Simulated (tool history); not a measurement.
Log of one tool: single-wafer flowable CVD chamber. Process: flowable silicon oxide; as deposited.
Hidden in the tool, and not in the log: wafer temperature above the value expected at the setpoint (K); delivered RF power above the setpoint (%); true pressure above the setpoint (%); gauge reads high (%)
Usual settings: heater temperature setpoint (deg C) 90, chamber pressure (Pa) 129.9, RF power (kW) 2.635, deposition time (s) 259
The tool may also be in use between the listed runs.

run   hour  heater temperature setpoint (deg C)  chamber pressure (Pa)  RF power (kW)  deposition time (s)  wafers since the last listed run  hours since the last thermocouple change  hours since the last RF generator calibration  hours since the last manometer calibration  hours since the showerhead was replaced  hours since the gauge calibration  read-back reference wafer on the same gauge, thickness_nm  mean film thickness on the monitor wafer (Å)
  1    0.0                                   90                  119.9          2.635                  300                                 0                                    2293.5                                          715.3                                      2194.9                                   6391.4                                8.1                                                    312.034                                       3146.24
  2   26.8                                   90                  119.9          2.635                  300                               193                                    2320.3                                          742.1                                      2221.7                                   6418.2                               34.9                                                    311.732                                       3132.29
  3   41.0                                   90                  119.9          2.635                  300                               102                                    2334.5                                          756.3                                      2235.9                                   6432.4                               49.1                                                    311.842                                       3128.77
  4   84.8                                   90                  129.9          2.635                  259                               316                                    2378.3                                          800.1                                      2279.7                                   6476.2                               92.9                                                    311.854                                       2894.05
  5  100.7                                   90                  129.9          2.635                  259                               114                                    2394.2                                          816.0                                      2295.6                                   6492.1                              108.8                                                    311.825                                       2896.25
  6  131.1                                   90                  129.9          2.635                  259                               219                                    2424.6                                          846.4                                      2326.0                                   6522.5                              139.2                                                    311.865                                       2888.85
  7  147.3                                   90                  140.3          2.635                  259                               116                                    2440.8                                          862.6                                      2342.2                                   6538.7                              155.4                                                    312.128                                       3099.32
  8  173.6                                   90                  129.9          2.635                  259                               189                                    2467.1                                          888.9                                      2368.5                                   6565.0                              181.7                                                    312.080                                       2901.62
  9  193.2                                  100                  129.9          2.635                  259                               141                                    2486.7                                          908.5                                      2388.1                                   6584.6                              201.3                                                    311.956                                       1981.70
     213.7  -- RF generator calibrated
 10  228.6                                   90                  129.9          2.635                  301                               197                                    2522.1                                           14.9                                      2423.5                                   6620.0                              236.7                                                    311.847                                       3364.08
 11  251.0                                  101                  129.9          2.385                  241                               161                                    2544.5                                           37.3                                      2445.9                                   6642.4                              259.1                                                    311.734                                       1753.79
     271.0  -- thermocouple changed; heater temperature recalibrated
     304.1  -- capacitance manometer re-zeroed and calibrated
     309.0  -- showerhead replaced
 12  352.8                                   90                  129.9          3.055                  218                               583                                      81.8                                          139.1                                        48.7                                     43.8                              360.9                                                    311.678                                       2522.49
     354.9  -- gauge calibrated
 13  427.0                                   95                  129.9          2.635                  259                               535                                     156.0                                          213.3                                       122.9                                    118.0                               72.1                                                    312.010                                       2427.72
 14  534.7                                   90                  119.9          2.635                  300                               777                                     263.7                                          321.0                                       230.6                                    225.7                              179.8                                                    311.787                                       3176.18
 15  562.3                                   90                  129.9          2.635                  259                               199                                     291.3                                          348.6                                       258.2                                    253.3                              207.4                                                    312.524                                       2940.49

What the log doesn't show, run by run:
delivered RF power above the setpoint (%): 0 in every run
gauge reads high (%): 0 in every run
H1: wafer temperature above the value expected at the setpoint (K)
H2: true pressure above the setpoint (%)
run     H1    H2
  1   2.92  7.88
  2   2.93   7.9
  3   2.93  7.91
  4   2.94  7.94
  5   2.94  7.95
  6   2.95  7.97
  7   2.95  7.99
  8   2.96     8
  9   2.96  8.01
 10   2.97  8.03
 11   2.97  8.05
 12  0.929  1.09
 13   1.17  1.75
 14   1.49  2.61
 15   1.56  2.82
